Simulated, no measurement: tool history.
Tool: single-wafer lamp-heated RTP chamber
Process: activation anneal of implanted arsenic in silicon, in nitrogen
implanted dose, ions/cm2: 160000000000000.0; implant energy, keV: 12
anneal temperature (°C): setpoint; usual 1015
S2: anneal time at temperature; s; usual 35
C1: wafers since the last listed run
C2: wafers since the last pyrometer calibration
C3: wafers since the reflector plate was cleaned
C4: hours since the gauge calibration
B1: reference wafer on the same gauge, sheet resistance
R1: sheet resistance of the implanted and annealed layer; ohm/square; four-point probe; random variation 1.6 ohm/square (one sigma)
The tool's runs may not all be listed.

Run 1, hour 0.0: usual settings but S2 29 s; C1 0; C2 1736; C3 7701; C4 295.0; B1 406.66. Result: R1 502.70 ohm/square.
Run 2, hour 12.3: usual settings; C1 260; C2 1997; C3 7961; C4 307.3; B1 406.78. Result: R1 501.89 ohm/square.
Run 3, hour 32.4: usual settings; C1 425; C2 2422; C3 8387; C4 327.4; B1 407.37. Result: R1 501.50 ohm/square.
At hour 46.9: reflector plate cleaned.
Run 4, hour 62.4: usual settings; C1 465; C2 2888; C3 327; C4 357.4; B1 407.50. Result: R1 502.24 ohm/square.
Run 5, hour 127.0: usual settings; C1 1367; C2 4255; C3 1694; C4 422.0; B1 408.19. Result: R1 501.62 ohm/square.
Run 6, hour 152.0: usual settings; C1 529; C2 4785; C3 2224; C4 447.0; B1 408.06. Result: R1 502.82 ohm/square.
Run 7, hour 172.1: usual settings; C1 425; C2 5210; C3 2649; C4 467.1; B1 408.09. Result: R1 502.23 ohm/square.
Run 8, hour 222.4: usual settings; C1 1064; C2 6275; C3 3714; C4 517.4; B1 408.25. Result: R1 505.53 ohm/square.
At hour 241.4: pyrometer window cleaned and pyrometer calibrated.
Run 9, hour 249.5: usual settings but anneal temperature (°C) 1036; C1 404; C2 171; C3 4118; C4 544.5; B1 408.98. Result: R1 496.90 ohm/square.
Run 10, hour 269.6: usual settings but anneal temperature (°C) 1036; C1 425; C2 597; C3 4544; C4 564.6; B1 408.78. Result: R1 496.63 ohm/square.
Run 11, hour 295.5: usual settings but anneal temperature (°C) 1036; C1 548; C2 1145; C3 5092; C4 590.5; B1 409.19. Result: R1 498.76 ohm/square.
Run 12, hour 319.9: usual settings but anneal temperature (°C) 1001; C1 516; C2 1662; C3 5609; C4 614.9; B1 409.26. Result: R1 507.40 ohm/square.
Run 13, hour 333.0: usual settings but anneal temperature (°C) 1001; C1 277; C2 1939; C3 5886; C4 628.0; B1 409.04. Result: R1 508.76 ohm/square.
Run 14, hour 354.5: usual settings but anneal temperature (°C) 1032, S2 22 s; C1 455; C2 2394; C3 6341; C4 649.5; B1 408.92. Result: R1 503.35 ohm/square.
Run 15, hour 382.6: usual settings but anneal temperature (°C) 1045, S2 15 s; C1 594; C2 2989; C3 6936; C4 677.6; B1 409.39. Result: R1 505.55 ohm/square.
Run 16, hour 404.0: usual settings but anneal temperature (°C) 997, S2 29 s; C1 453; C2 3442; C3 7389; C4 699.0; B1 409.26. Result: R1 512.31 ohm/square.
Run 17, hour 418.6: usual settings but anneal temperature (°C) 995; C1 309; C2 3751; C3 7698; C4 713.6; B1 409.59. Result: R1 510.78 ohm/square.
At hour 440.4: gauge calibrated.
Run 18, hour 442.3: usual settings; C1 501; C2 4253; C3 8200; C4 1.9; B1 399.06. Result: R1 491.42 ohm/square.
Run 19, hour 458.4: usual settings; C1 340; C2 4594; C3 8541; C4 18.0; B1 399.43. Result: R1 494.73 ohm/square.
Run 20, hour 475.2: usual settings but anneal temperature (°C) 1007, S2 22 s; C1 355; C2 4949; C3 8896; C4 34.8; B1 400.69. Result: R1 499.36 ohm/square.
Run 21, hour 493.0: usual settings but anneal temperature (°C) 1032, S2 21 s; C1 376; C2 5326; C3 9273; C4 52.6; B1 401.53. Result: R1 491.77 ohm/square.
Run 22, hour 506.1: usual settings but anneal temperature (°C) 1034, S2 43 s; C1 277; C2 5603; C3 9550; C4 65.7; B1 401.58. Result: R1 486.53 ohm/square.
At hour 527.0: reflector plate cleaned.
Run 23, hour 527.5: usual settings but anneal temperature (°C) 1007, S2 22 s; C1 283; C2 5887; C3 9; C4 87.1; B1 402.89. Result: R1 499.79 ohm/square.
Run 24, hour 551.2: usual settings; C1 501; C2 6389; C3 511; C4 110.8; B1 403.40. Result: R1 496.78 ohm/square.
At hour 588.9: pyrometer window cleaned and pyrometer calibrated.
Run 25, hour 589.4: usual settings; C1 639; C2 10; C3 1150; C4 149.0; B1 404.11. Result: R1 498.75 ohm/square.
Run 26, hour 602.1: usual settings but anneal temperature (°C) 992, S2 42 s; C1 268; C2 279; C3 1419; C4 161.7; B1 404.69. Result: R1 503.08 ohm/square.
Run 27, hour 637.5: usual settings; C1 749; C2 1028; C3 2169; C4 197.1; B1 405.32. Result: R1 500.98 ohm/square.
Run 28, hour 656.0: usual settings but anneal temperature (°C) 996, S2 24 s; C1 391; C2 1420; C3 2560; C4 215.6; B1 406.24. Result: R1 503.67 ohm/square.
Run 29, hour 691.5: usual settings but anneal temperature (°C) 987, S2 50 s; C1 751; C2 2171; C3 3312; C4 251.1; B1 406.32. Result: R1 504.11 ohm/square.
Run 30, hour 706.8: usual settings but anneal temperature (°C) 1031, S2 44 s; C1 323; C2 2495; C3 3636; C4 266.4; B1 406.59. Result: R1 493.93 ohm/square.
Run 31, hour 741.9: usual settings; C1 743; C2 3238; C3 4379; C4 301.5; B1 406.96. Result: R1 501.74 ohm/square.
Run 32, hour 756.2: usual settings but anneal temperature (°C) 1026, S2 20 s; C1 302; C2 3541; C3 4681; C4 315.8; B1 407.47. Result: R1 505.38 ohm/square.
Run 33, hour 793.8: usual settings; C1 795; C2 4337; C3 5477; C4 353.4; B1 408.21. Result: R1 501.60 ohm/square.
Run 34, hour 822.4: usual settings but anneal temperature (°C) 1006, S2 25 s; C1 605; C2 4942; C3 6083; C4 382.0; B1 408.35. Result: R1 511.03 ohm/square.
Run 35, hour 843.1: usual settings but anneal temperature (°C) 993, S2 27 s; C1 438; C2 5381; C3 6521; C4 402.7; B1 408.24. Result: R1 511.26 ohm/square.
At hour 858.1: pyrometer window cleaned and pyrometer calibrated.
Run 36, hour 865.3: usual settings but anneal temperature (°C) 993, S2 15 s; C1 300; C2 152; C3 6822; C4 424.9; B1 408.73. Result: R1 511.40 ohm/square.

5 ways to go on from here, each from the tool as it stands after run 36. What would each give?
Run A, hour 865.7: usual settings but anneal temperature (°C) 990; C1 8; C2 160; C3 6830; C4 425.3; B1 ?. Result: R1 ?.
Run B, hour 865.7: usual settings but anneal temperature (°C) 1043, S2 25 s; C1 8; C2 160; C3 6830; C4 425.3; B1 ?. Result: R1 ?.
Run C, hour 865.7: usual settings but anneal temperature (°C) 1032, S2 45 s; C1 8; C2 160; C3 6830; C4 425.3; B1 ?. Result: R1 ?.
Run D, hour 865.7: usual settings but S2 22 s; C1 8; C2 160; C3 6830; C4 425.3; B1 ?. Result: R1 ?.
Run E, hour 865.7: usual settings but anneal temperature (°C) 1038, S2 47 s; C1 8; C2 160; C3 6830; C4 425.3; B1 ?. Result: R1 ?.

run      B1      R1
  A  408.30  509.32
  B  408.30  499.93
  C  408.30  495.01
  D  408.30  508.29
  E  408.30  491.87
Without the tool's hidden state the same runs would have given:
run      R1
  A  497.36
  B  488.18
  C  483.38
  D  496.35
  E  480.32

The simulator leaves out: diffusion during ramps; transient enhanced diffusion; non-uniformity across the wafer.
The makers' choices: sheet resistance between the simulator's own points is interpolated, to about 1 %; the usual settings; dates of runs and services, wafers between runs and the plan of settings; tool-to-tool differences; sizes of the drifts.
